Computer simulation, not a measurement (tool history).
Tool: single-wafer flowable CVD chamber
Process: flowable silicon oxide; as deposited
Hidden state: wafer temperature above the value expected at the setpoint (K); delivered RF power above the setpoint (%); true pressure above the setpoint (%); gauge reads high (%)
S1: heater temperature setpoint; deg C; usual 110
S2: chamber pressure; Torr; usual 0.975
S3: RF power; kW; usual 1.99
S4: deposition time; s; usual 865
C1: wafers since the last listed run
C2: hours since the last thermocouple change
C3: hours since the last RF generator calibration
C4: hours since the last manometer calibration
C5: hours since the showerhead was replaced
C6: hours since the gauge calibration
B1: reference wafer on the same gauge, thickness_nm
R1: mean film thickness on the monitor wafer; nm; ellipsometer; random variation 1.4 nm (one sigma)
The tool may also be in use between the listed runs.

{"run": 1, "hour": 0.0, "S1": 110, "S2": 0.975, "S3": 1.99, "S4": 865, "C1": 0, "C2": 86, "C3": 2314, "C4": 1512.7, "C5": 62.2, "C6": 711.3, "B1": 523.852, "R1": 500.582}
{"run": 2, "hour": 27.4, "S1": 110, "S2": 0.975, "S3": 1.99, "S4": 865, "C1": 77, "C2": 113.4, "C3": 2341.4, "C4": 1540.1, "C5": 89.6, "C6": 738.7, "B1": 523.821, "R1": 500.495}
{"hour": 52.1, "done": "RF generator calibrated"}
{"run": 3, "hour": 52.6, "S1": 110, "S2": 0.975, "S3": 1.99, "S4": 865, "C1": 48, "C2": 138.6, "C3": 0.5, "C4": 1565.3, "C5": 114.8, "C6": 763.9, "B1": 523.851, "R1": 503.122}
{"run": 4, "hour": 81.6, "S1": 110, "S2": 0.975, "S3": 1.99, "S4": 791, "C1": 82, "C2": 167.6, "C3": 29.5, "C4": 1594.3, "C5": 143.8, "C6": 792.9, "B1": 523.974, "R1": 456.61}
{"hour": 99.7, "done": "capacitance manometer re-zeroed and calibrated"}
{"run": 5, "hour": 112.6, "S1": 110, "S2": 0.975, "S3": 1.99, "S4": 791, "C1": 65, "C2": 198.6, "C3": 60.5, "C4": 12.9, "C5": 174.8, "C6": 823.9, "B1": 523.734, "R1": 454.995}
{"run": 6, "hour": 143.9, "S1": 110, "S2": 0.975, "S3": 1.99, "S4": 791, "C1": 88, "C2": 229.9, "C3": 91.8, "C4": 44.2, "C5": 206.1, "C6": 855.2, "B1": 523.777, "R1": 457.024}
{"run": 7, "hour": 179.0, "S1": 110, "S2": 0.975, "S3": 1.99, "S4": 865, "C1": 99, "C2": 265, "C3": 126.9, "C4": 79.3, "C5": 241.2, "C6": 890.3, "B1": 523.997, "R1": 500.673}
{"run": 8, "hour": 210.0, "S1": 99, "S2": 1.107, "S3": 1.99, "S4": 865, "C1": 87, "C2": 296, "C3": 157.9, "C4": 110.3, "C5": 272.2, "C6": 921.3, "B1": 524.048, "R1": 775.701}
{"run": 9, "hour": 239.3, "S1": 118, "S2": 0.781, "S3": 1.99, "S4": 948, "C1": 83, "C2": 325.3, "C3": 187.2, "C4": 139.6, "C5": 301.5, "C6": 950.6, "B1": 523.819, "R1": 351.304}
{"hour": 252.3, "done": "gauge calibrated"}
{"run": 10, "hour": 252.7, "S1": 114, "S2": 0.872, "S3": 1.99, "S4": 865, "C1": 37, "C2": 338.7, "C3": 200.6, "C4": 153, "C5": 314.9, "C6": 0.4, "B1": 523.812, "R1": 396.684}
{"run": 11, "hour": 272.4, "S1": 100, "S2": 0.975, "S3": 1.99, "S4": 774, "C1": 55, "C2": 358.4, "C3": 220.3, "C4": 172.7, "C5": 334.6, "C6": 20.1, "B1": 524.052, "R1": 596.251}
{"run": 12, "hour": 286.1, "S1": 110, "S2": 0.975, "S3": 1.99, "S4": 865, "C1": 38, "C2": 372.1, "C3": 234, "C4": 186.4, "C5": 348.3, "C6": 33.8, "B1": 524.038, "R1": 494.597}
{"run": 13, "hour": 315.8, "S1": 110, "S2": 1.045, "S3": 1.99, "S4": 751, "C1": 84, "C2": 401.8, "C3": 263.7, "C4": 216.1, "C5": 378, "C6": 63.5, "B1": 523.997, "R1": 460.958}
{"run": 14, "hour": 338.2, "S1": 110, "S2": 0.975, "S3": 2.16, "S4": 946, "C1": 63, "C2": 424.2, "C3": 286.1, "C4": 238.5, "C5": 400.4, "C6": 85.9, "B1": 524.055, "R1": 553.484}
{"run": 15, "hour": 373.1, "S1": 110, "S2": 1.142, "S3": 1.7, "S4": 724, "C1": 98, "C2": 459.1, "C3": 321, "C4": 273.4, "C5": 435.3, "C6": 120.8, "B1": 524.044, "R1": 458.358}
{"run": 16, "hour": 403.5, "S1": 110, "S2": 0.975, "S3": 1.66, "S4": 865, "C1": 86, "C2": 489.5, "C3": 351.4, "C4": 303.8, "C5": 465.7, "C6": 151.2, "B1": 524.028, "R1": 467.343}
{"run": 17, "hour": 418.5, "S1": 110, "S2": 0.847, "S3": 1.99, "S4": 865, "C1": 42, "C2": 504.5, "C3": 366.4, "C4": 318.8, "C5": 480.7, "C6": 166.2, "B1": 523.603, "R1": 431.548}
{"run": 18, "hour": 431.3, "S1": 102, "S2": 0.899, "S3": 2.19, "S4": 930, "C1": 36, "C2": 517.3, "C3": 379.2, "C4": 331.6, "C5": 493.5, "C6": 179, "B1": 523.776, "R1": 632.845}
{"run": 19, "hour": 452.0, "S1": 110, "S2": 0.975, "S3": 1.99, "S4": 865, "C1": 58, "C2": 538, "C3": 399.9, "C4": 352.3, "C5": 514.2, "C6": 199.7, "B1": 524.126, "R1": 492.67}
{"run": 20, "hour": 476.0, "S1": 110, "S2": 0.975, "S3": 1.99, "S4": 865, "C1": 68, "C2": 562, "C3": 423.9, "C4": 376.3, "C5": 538.2, "C6": 223.7, "B1": 523.945, "R1": 493.752}
{"run": 21, "hour": 507.9, "S1": 123, "S2": 0.756, "S3": 1.99, "S4": 865, "C1": 90, "C2": 593.9, "C3": 455.8, "C4": 408.2, "C5": 570.1, "C6": 255.6, "B1": 524.287, "R1": 272.103}
{"run": 22, "hour": 542.2, "S1": 110, "S2": 0.975, "S3": 2.14, "S4": 972, "C1": 97, "C2": 628.2, "C3": 490.1, "C4": 442.5, "C5": 604.4, "C6": 289.9, "B1": 523.972, "R1": 563.461}

Run 23 comes next. What will it give?
{"run": 23, "hour": 559.2, "S1": 116, "S2": 0.862, "S3": 2.17, "S4": 710, "C1": 48, "C2": 645.2, "C3": 507.1, "C4": 459.5, "C5": 621.4, "C6": 306.9, "B1": "?", "R1": "?"}

Run 23 gave B1 524.018, R1 309.808 nm.
Without the tool's hidden state the same run would have given R1 316.77 nm.

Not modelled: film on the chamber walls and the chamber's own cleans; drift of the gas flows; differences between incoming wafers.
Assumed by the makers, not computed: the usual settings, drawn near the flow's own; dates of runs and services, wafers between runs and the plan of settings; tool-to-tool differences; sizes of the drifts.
